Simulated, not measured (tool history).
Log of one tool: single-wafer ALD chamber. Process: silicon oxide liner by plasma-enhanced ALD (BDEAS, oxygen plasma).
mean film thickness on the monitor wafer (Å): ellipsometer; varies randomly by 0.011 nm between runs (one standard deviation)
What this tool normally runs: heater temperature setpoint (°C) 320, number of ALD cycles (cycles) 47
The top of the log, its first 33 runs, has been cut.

run    hour  heater temperature setpoint (°C)  number of ALD cycles (cycles)  read-back reference wafer on the same gauge, thickness_nm  mean film thickness on the monitor wafer (Å)
 34  3025.6                               333                             43                                                      3.849                                         38.41
 35  3109.9                               312                             54                                                      3.849                                            50
 36    3152                               316                             56                                                      3.848                                         51.68
 37  3237.6                               308                             51                                                      3.847                                         47.64
 38  3507.7                               320                             47                                                      3.849                                         43.04
 39  3566.3                               320                             56                                                      3.849                                         51.28
 40  3634.8                               313                             51                                                      3.855                                         47.31
 41    3674                               320                             47                                                      3.849                                         43.17
 42  3766.8                               309                             54                                                      3.852                                         50.34
 43  3870.4                               320                             41                                                       3.85                                         37.65
 44  3963.8                               308                             47                                                       3.85                                         43.99
 45  4001.8                               320                             47                                                      3.856                                         43.14

Alternative continuations, all from the tool just after run 45; predict every row:
  A  4002.3                               320                             47                                                          ?                                             ?
  B  4002.3                               320                             53                                                          ?                                             ?
  C  4002.3                               308                             44                                                          ?                                             ?
  D  4002.3                               313                             47                                                          ?                                             ?
  E  4002.3                               309                             40                                                          ?                                             ?

run  read-back reference wafer on the same gauge, thickness_nm  mean film thickness on the monitor wafer (Å)
  A                                                      3.845                                         43.15
  B                                                      3.845                                         48.66
  C                                                      3.845                                         41.11
  D                                                      3.845                                          43.6
  E                                                      3.845                                         37.32
Take away the tool's hidden state, keep each run's random variation, and the runs would have read:
run  mean film thickness on the monitor wafer (Å)
  A                                         42.74
  B                                          48.2
  C                                         40.72
  D                                         43.18
  E                                         36.97

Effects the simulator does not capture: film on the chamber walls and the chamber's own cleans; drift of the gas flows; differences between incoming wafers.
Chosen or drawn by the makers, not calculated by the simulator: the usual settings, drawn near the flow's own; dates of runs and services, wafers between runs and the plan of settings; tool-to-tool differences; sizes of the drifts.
